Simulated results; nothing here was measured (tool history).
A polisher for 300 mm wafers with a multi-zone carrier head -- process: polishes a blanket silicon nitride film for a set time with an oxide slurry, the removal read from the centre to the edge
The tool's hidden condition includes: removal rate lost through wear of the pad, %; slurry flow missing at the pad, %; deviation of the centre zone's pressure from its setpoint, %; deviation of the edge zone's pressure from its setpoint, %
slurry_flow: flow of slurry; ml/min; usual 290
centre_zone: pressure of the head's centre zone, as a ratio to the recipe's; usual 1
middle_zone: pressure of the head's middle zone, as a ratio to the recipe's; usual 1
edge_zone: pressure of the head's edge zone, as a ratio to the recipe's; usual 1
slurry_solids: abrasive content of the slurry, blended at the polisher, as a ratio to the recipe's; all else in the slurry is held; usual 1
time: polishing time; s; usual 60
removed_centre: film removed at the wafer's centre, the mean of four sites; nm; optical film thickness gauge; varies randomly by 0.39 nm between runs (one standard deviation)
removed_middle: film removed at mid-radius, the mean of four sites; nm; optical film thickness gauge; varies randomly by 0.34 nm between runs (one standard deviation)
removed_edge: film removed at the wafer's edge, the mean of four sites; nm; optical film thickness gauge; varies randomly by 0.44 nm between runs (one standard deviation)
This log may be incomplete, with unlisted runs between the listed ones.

run	hour	slurry_flow	centre_zone	middle_zone	edge_zone	slurry_solids	time	wafers since the last listed run	wafers polished on this pad	hours since the slurry nozzle was cleaned	hours since the centre zone pressure was calibrated	hours since the edge zone pressure was calibrated	hours since the carrier head's membrane was replaced	incoming thickness of the incoming film, nm	removed_centre	removed_middle	removed_edge
1	0	225	1	1	1	1	60	0	2256	540.3	709.9	810.1	55.6	502.1	53.1	53.9	54.3
2	22.2	290	1	1.03	0.94	1	60	253	2510	562.5	732.1	832.3	77.8	500.8	54.9	56.7	53.1
3	36.4	290	1.09	1.09	1.07	0.8	60	162	2672	576.7	746.3	846.5	92	496.9	51.7	51.8	49.4
# hour 44.9: worn pad replaced by a new one
4	68	290	1	1	1	1	60	315	264	608.3	777.9	878.1	123.6	495.9	54.2	55	54.8
# hour 81.4: edge zone pressure recalibrated
# hour 145.7: slurry nozzle cleaned
5	152.3	290	1	1	1.1	1	50	929	1193	6.6	862.2	70.9	207.9	497.3	45.9	46.6	48
6	184.9	220	1	1	1	0.8	60	372	1566	39.2	894.8	103.5	240.5	505.6	46	46.5	46.9
7	203.4	290	1	1	1	1	55	211	1777	57.7	913.3	122	259	494.2	49.1	51	50.1
8	217.7	290	1	1	1	1	80	163	1940	72	927.6	136.3	273.3	505.7	72.7	73.9	74.1
9	233.8	290	1	1	1	0.75	60	183	2124	88.1	943.7	152.4	289.4	489.6	46	46.2	46
10	257.3	190	1	1	1.03	1	60	268	2393	111.6	967.2	175.9	312.9	497.1	51.8	52.3	54.3
# hour 268.6: worn pad replaced by a new one
11	286	290	1	0.96	0.93	1	50	282	198	140.3	995.9	204.6	341.6	498.4	45.7	44.5	44.5
# hour 298.7: centre zone pressure recalibrated
12	303.7	290	1	1	1	1	60	179	378	158	5	222.3	359.3	492.4	54.9	55	55.3
13	323.7	290	1.04	0.89	1	1	60	228	606	178	25	242.3	379.3	503.1	57.2	50.6	55.6
14	336.1	290	1	1.11	0.94	1	60	141	748	190.4	37.4	254.7	391.7	501.5	54.9	60.2	53.2

Run 15 comes next. What will it give?
15	353.1	290	1.12	1	1	1	60	194	942	207.4	54.4	271.7	408.7	497.3	?	?	?

{"run 15": {"removed_centre": 61.3, "removed_middle": 55.1, "removed_edge": 54.5}}
Without the tool's hidden state the same run would have given removed_centre 61.3 nm, removed_middle 55.1 nm, removed_edge 54.5 nm.
